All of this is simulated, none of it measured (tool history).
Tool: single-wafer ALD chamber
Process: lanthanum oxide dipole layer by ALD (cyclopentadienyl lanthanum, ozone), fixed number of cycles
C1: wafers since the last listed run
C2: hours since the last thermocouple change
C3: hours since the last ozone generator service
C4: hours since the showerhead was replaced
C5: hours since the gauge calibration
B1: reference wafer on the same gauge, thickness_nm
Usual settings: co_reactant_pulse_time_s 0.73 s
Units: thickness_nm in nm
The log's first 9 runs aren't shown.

Run 10, hour 116.6: usual settings; C1 114; C2 2238.1; C3 1067.3; C4 3880.2; C5 278.8; B1 0.374. Result: thickness_nm 0.387 nm.
Run 11, hour 129.8: usual settings; C1 124; C2 2251.3; C3 1080.5; C4 3893.4; C5 292.0; B1 0.374. Result: thickness_nm 0.385 nm.
Run 12, hour 146.0: usual settings; C1 153; C2 2267.5; C3 1096.7; C4 3909.6; C5 308.2; B1 0.373. Result: thickness_nm 0.383 nm.
Run 13, hour 152.5: usual settings but co_reactant_pulse_time_s 0.79 s; C1 61; C2 2274.0; C3 1103.2; C4 3916.1; C5 314.7; B1 0.374. Result: thickness_nm 0.397 nm.
Run 14, hour 165.6: usual settings but co_reactant_pulse_time_s 0.61 s; C1 123; C2 2287.1; C3 1116.3; C4 3929.2; C5 327.8; B1 0.374. Result: thickness_nm 0.353 nm.
At hour 178.3: gauge calibrated.
At hour 180.8: thermocouple changed; heater temperature recalibrated.
Run 15, hour 182.1: usual settings; C1 80; C2 1.3; C3 1132.8; C4 3945.7; C5 3.8; B1 0.374. Result: thickness_nm 0.382 nm.
Run 16, hour 189.7: usual settings; C1 71; C2 8.9; C3 1140.4; C4 3953.3; C5 11.4; B1 0.373. Result: thickness_nm 0.381 nm.
Run 17, hour 197.9: usual settings but co_reactant_pulse_time_s 0.55 s; C1 77; C2 17.1; C3 1148.6; C4 3961.5; C5 19.6; B1 0.375. Result: thickness_nm 0.332 nm.
Run 18, hour 210.5: usual settings but co_reactant_pulse_time_s 0.87 s; C1 119; C2 29.7; C3 1161.2; C4 3974.1; C5 32.2; B1 0.374. Result: thickness_nm 0.408 nm.
Run 19, hour 222.4: usual settings but co_reactant_pulse_time_s 0.48 s; C1 112; C2 41.6; C3 1173.1; C4 3986.0; C5 44.1; B1 0.374. Result: thickness_nm 0.311 nm.
At hour 235.7: showerhead replaced.
Run 20, hour 236.2: usual settings but co_reactant_pulse_time_s 0.84 s; C1 54; C2 55.4; C3 1186.9; C4 0.5; C5 57.9; B1 0.374. Result: thickness_nm 0.399 nm.
At hour 246.2: ozone generator serviced.
Run 21, hour 254.0: usual settings; C1 92; C2 73.2; C3 7.8; C4 18.3; C5 75.7; B1 0.374. Result: thickness_nm 0.416 nm.
Run 22, hour 265.0: usual settings but co_reactant_pulse_time_s 0.92 s; C1 104; C2 84.2; C3 18.8; C4 29.3; C5 86.7; B1 0.374. Result: thickness_nm 0.450 nm.
Run 23, hour 279.0: usual settings but co_reactant_pulse_time_s 0.52 s; C1 132; C2 98.2; C3 32.8; C4 43.3; C5 100.7; B1 0.374. Result: thickness_nm 0.359 nm.

Forecast run 24:
Run 24, hour 328.8: usual settings; C1 471; C2 148.0; C3 82.6; C4 93.1; C5 150.5; B1 ?. Result: thickness_nm ?.

{"run 24": {"B1": 0.374, "thickness_nm": 0.408}}
Without the tool's hidden state the same run would have given thickness_nm 0.416 nm.
